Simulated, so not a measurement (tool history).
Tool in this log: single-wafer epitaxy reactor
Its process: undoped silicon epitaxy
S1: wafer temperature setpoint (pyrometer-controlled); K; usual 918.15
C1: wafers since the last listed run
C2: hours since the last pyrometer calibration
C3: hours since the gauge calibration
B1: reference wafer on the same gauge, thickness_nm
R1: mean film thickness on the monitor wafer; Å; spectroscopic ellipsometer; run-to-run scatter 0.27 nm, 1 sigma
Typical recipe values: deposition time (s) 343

run 1 hour=0 | S1=914.15 deposition_time_(s)=358 | C1=0 C2=1777.9 C3=342 | B1=58.543 | R1=564.86
run 2 hour=27.8 | S1=918.15 deposition_time_(s)=343 | C1=86 C2=1805.7 C3=369.8 | B1=58.422 | R1=582.83
run 3 hour=48.2 | S1=926.15 deposition_time_(s)=343 | C1=63 C2=1826.1 C3=390.2 | B1=58.618 | R1=682.56
run 4 hour=61.6 | S1=928.15 deposition_time_(s)=343 | C1=41 C2=1839.5 C3=403.6 | B1=58.433 | R1=701.21
run 5 hour=93.1 | S1=928.15 deposition_time_(s)=343 | C1=97 C2=1871 C3=435.1 | B1=58.558 | R1=705.28
run 6 hour=110.5 | S1=918.15 deposition_time_(s)=323 | C1=53 C2=1888.4 C3=452.5 | B1=58.418 | R1=554.45
run 7 hour=138.5 | S1=918.15 deposition_time_(s)=323 | C1=86 C2=1916.4 C3=480.5 | B1=58.519 | R1=552.17
run 8 hour=167.5 | S1=918.15 deposition_time_(s)=343 | C1=89 C2=1945.4 C3=509.5 | B1=58.477 | R1=586.72
run 9 hour=198.5 | S1=918.15 deposition_time_(s)=343 | C1=96 C2=1976.4 C3=540.5 | B1=58.595 | R1=586.3
run 10 hour=215.6 | S1=918.15 deposition_time_(s)=343 | C1=52 C2=1993.5 C3=557.6 | B1=58.599 | R1=592.73
run 11 hour=235.3 | S1=918.15 deposition_time_(s)=298 | C1=61 C2=2013.2 C3=577.3 | B1=58.589 | R1=511.3
run 12 hour=248.1 | S1=918.15 deposition_time_(s)=298 | C1=39 C2=2026 C3=590.1 | B1=58.39 | R1=511.01
run 13 hour=264.8 | S1=918.15 deposition_time_(s)=305 | C1=51 C2=2042.7 C3=606.8 | B1=58.476 | R1=526.68
run 14 hour=278.7 | S1=918.15 deposition_time_(s)=305 | C1=43 C2=2056.6 C3=620.7 | B1=58.413 | R1=525.44
run 15 hour=301.3 | S1=918.15 deposition_time_(s)=343 | C1=70 C2=2079.2 C3=643.3 | B1=58.492 | R1=588
run 16 hour=339.1 | S1=918.15 deposition_time_(s)=343 | C1=117 C2=2117 C3=681.1 | B1=58.396 | R1=590.76
-- hour=374.5 gauge calibrated
run 17 hour=428.1 | S1=918.15 deposition_time_(s)=343 | C1=275 C2=2206 C3=53.6 | B1=58.523 | R1=589.67
run 18 hour=441.4 | S1=928.15 deposition_time_(s)=343 | C1=41 C2=2219.3 C3=66.9 | B1=58.491 | R1=717.08
run 19 hour=472.6 | S1=904.15 deposition_time_(s)=317 | C1=96 C2=2250.5 C3=98.1 | B1=58.558 | R1=421.64
run 20 hour=491.9 | S1=923.15 deposition_time_(s)=297 | C1=59 C2=2269.8 C3=117.4 | B1=58.651 | R1=568.92
run 21 hour=517.6 | S1=918.15 deposition_time_(s)=343 | C1=79 C2=2295.5 C3=143.1 | B1=58.485 | R1=596.33
-- hour=532.4 pyrometer calibrated
run 22 hour=547.1 | S1=904.15 deposition_time_(s)=400 | C1=66 C2=14.7 C3=172.6 | B1=58.566 | R1=471.04
run 23 hour=568.7 | S1=927.15 deposition_time_(s)=380 | C1=66 C2=36.3 C3=194.2 | B1=58.596 | R1=707.68
run 24 hour=601.3 | S1=911.15 deposition_time_(s)=405 | C1=100 C2=68.9 C3=226.8 | B1=58.478 | R1=553.33
run 25 hour=613.6 | S1=911.15 deposition_time_(s)=293 | C1=38 C2=81.2 C3=239.1 | B1=58.569 | R1=401.11
run 26 hour=631 | S1=926.15 deposition_time_(s)=343 | C1=53 C2=98.6 C3=256.5 | B1=58.474 | R1=623.99
run 27 hour=656.9 | S1=912.15 deposition_time_(s)=343 | C1=80 C2=124.5 C3=282.4 | B1=58.468 | R1=477.3
run 28 hour=671.4 | S1=929.15 deposition_time_(s)=285 | C1=44 C2=139 C3=296.9 | B1=58.521 | R1=552.85
run 29 hour=696.3 | S1=904.15 deposition_time_(s)=343 | C1=77 C2=163.9 C3=321.8 | B1=58.352 | R1=410.41
run 30 hour=731.9 | S1=918.15 deposition_time_(s)=343 | C1=110 C2=199.5 C3=357.4 | B1=58.516 | R1=537.71
run 31 hour=745.6 | S1=926.15 deposition_time_(s)=311 | C1=42 C2=213.2 C3=371.1 | B1=58.542 | R1=566.27
run 32 hour=763.4 | S1=927.15 deposition_time_(s)=317 | C1=55 C2=231 C3=388.9 | B1=58.484 | R1=591.03
run 33 hour=782 | S1=918.15 deposition_time_(s)=343 | C1=57 C2=249.6 C3=407.5 | B1=58.661 | R1=540.79
run 34 hour=809.8 | S1=923.15 deposition_time_(s)=316 | C1=86 C2=277.4 C3=435.3 | B1=58.515 | R1=551.1
run 35 hour=827.3 | S1=918.15 deposition_time_(s)=370 | C1=54 C2=294.9 C3=452.8 | B1=58.513 | R1=588.64

Subtracting, for every run, the result it would have given without the tool's unlogged condition from the measured result gives the following. The same run-to-run variation enters both numbers; the gauge's scatter may not:
The tool's hidden condition here consists of: wafer temperature above the value expected at the setpoint (K); gauge reads high (%).
run=1 R1=+46.57
run=2 R1=+48.34
run=3 R1=+56.34
run=4 R1=+58.04
run=5 R1=+59.26
run=6 R1=+47.82
run=7 R1=+48.24
run=8 R1=+51.95
run=9 R1=+52.63
run=10 R1=+53.61
run=11 R1=+46.65
run=12 R1=+46.88
run=13 R1=+48.66
run=14 R1=+48.84
run=15 R1=+55.18
run=16 R1=+56.33
run=17 R1=+58.29
run=18 R1=+69.99
run=19 R1=+43.51
run=20 R1=+57.15
run=21 R1=+61.04
run=22 R1=+0.25
run=23 R1=+1.03
run=24 R1=+1.63
run=25 R1=+1.41
run=26 R1=+2.59
run=27 R1=+2.59
run=28 R1=+3.24
run=29 R1=+2.99
run=30 R1=+4.65
run=31 R1=+5.15
run=32 R1=+5.82
run=33 R1=+5.86
run=34 R1=+6.58
run=35 R1=+7.53
